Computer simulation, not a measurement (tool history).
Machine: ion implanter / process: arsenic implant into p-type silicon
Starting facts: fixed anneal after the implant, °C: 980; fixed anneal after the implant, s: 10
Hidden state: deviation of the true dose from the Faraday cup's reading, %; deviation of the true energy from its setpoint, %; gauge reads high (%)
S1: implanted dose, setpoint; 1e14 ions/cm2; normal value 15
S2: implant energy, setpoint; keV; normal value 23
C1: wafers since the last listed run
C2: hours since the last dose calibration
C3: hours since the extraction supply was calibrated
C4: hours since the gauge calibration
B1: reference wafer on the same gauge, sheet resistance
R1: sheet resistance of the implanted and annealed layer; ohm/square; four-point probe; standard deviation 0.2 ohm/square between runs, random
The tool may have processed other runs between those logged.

run	hour	S1	S2	C1	C2	C3	C4	B1	R1
1	0	15	23	0	1703.4	4580.8	603.2	116.01	132.4
2	30.2	15	23	429	1733.6	4611	633.4	116	132.27
3	95.3	15	17	925	1798.7	4676.1	698.5	116.03	151.82
# hour 139.9: gauge calibrated
4	165.2	18.13	23	993	1868.6	4746	25.3	115.99	127.11
5	219.7	18.13	23	774	1923.1	4800.5	79.8	116	127.22
6	256.3	18.13	23	520	1959.7	4837.1	116.4	116.01	127.35
7	290.7	18.46	23	489	1994.1	4871.5	150.8	116.01	126.73
8	324.3	16.19	23	477	2027.7	4905.1	184.4	116.03	129.8
9	392.1	13.82	23	964	2095.5	4972.9	252.2	116.01	135.24
10	416.9	12.88	23	352	2120.3	4997.7	277	115.98	138.4
# hour 457.6: extraction supply calibrated
11	458.1	12.49	18	472	2161.5	0.5	318.2	116.01	154.59
12	548.6	15	18	1286	2252	91	408.7	115.99	147.55
13	578.9	15	23	430	2282.3	121.3	439	116	132.57
14	613.5	12.03	23	491	2316.9	155.9	473.6	116.01	141.55
# hour 654.7: Faraday cup replaced and dose calibrated
15	676.8	18.66	31	786	22.1	219.2	536.9	115.98	108.01
16	733.2	15	23	801	78.5	275.6	593.3	115.99	131.22
17	772	15	20.5	551	117.3	314.4	632.1	116.02	138.24
# hour 793.9: gauge calibrated
18	798.5	16.52	28.5	376	143.8	340.9	4.6	115.99	115.73
19	856.5	15	25.5	824	201.8	398.9	62.6	115.99	125.22
20	919	17.76	17	888	264.3	461.4	125.1	116	146.72
21	946.8	15	23	395	292.1	489.2	152.9	116.01	131.73
22	1016.3	15	20	988	361.6	558.7	222.4	116.01	140.24
23	1058.8	19.23	27.5	604	404.1	601.2	264.9	115.97	114.49
24	1116.7	12.01	31	823	462	659.1	322.8	116.01	124.64

Predict each of these 4 candidate next runs independently; none follows another, all start after run 24:
A	1117.1	15	23	5	462.4	659.5	323.2	?	?
B	1117.1	17.85	20	5	462.4	659.5	323.2	?	?
C	1117.1	17.51	23	5	462.4	659.5	323.2	?	?
D	1117.1	12.82	27	5	462.4	659.5	323.2	?	?

run	B1	R1
A	116.05	131.37
B	116.05	135.82
C	116.05	127.29
D	116.05	127.88
Stripped of hidden state, with their random variation kept, the same runs would have yielded:
run	R1
A	130.7
B	135.36
C	126.8
D	126.91
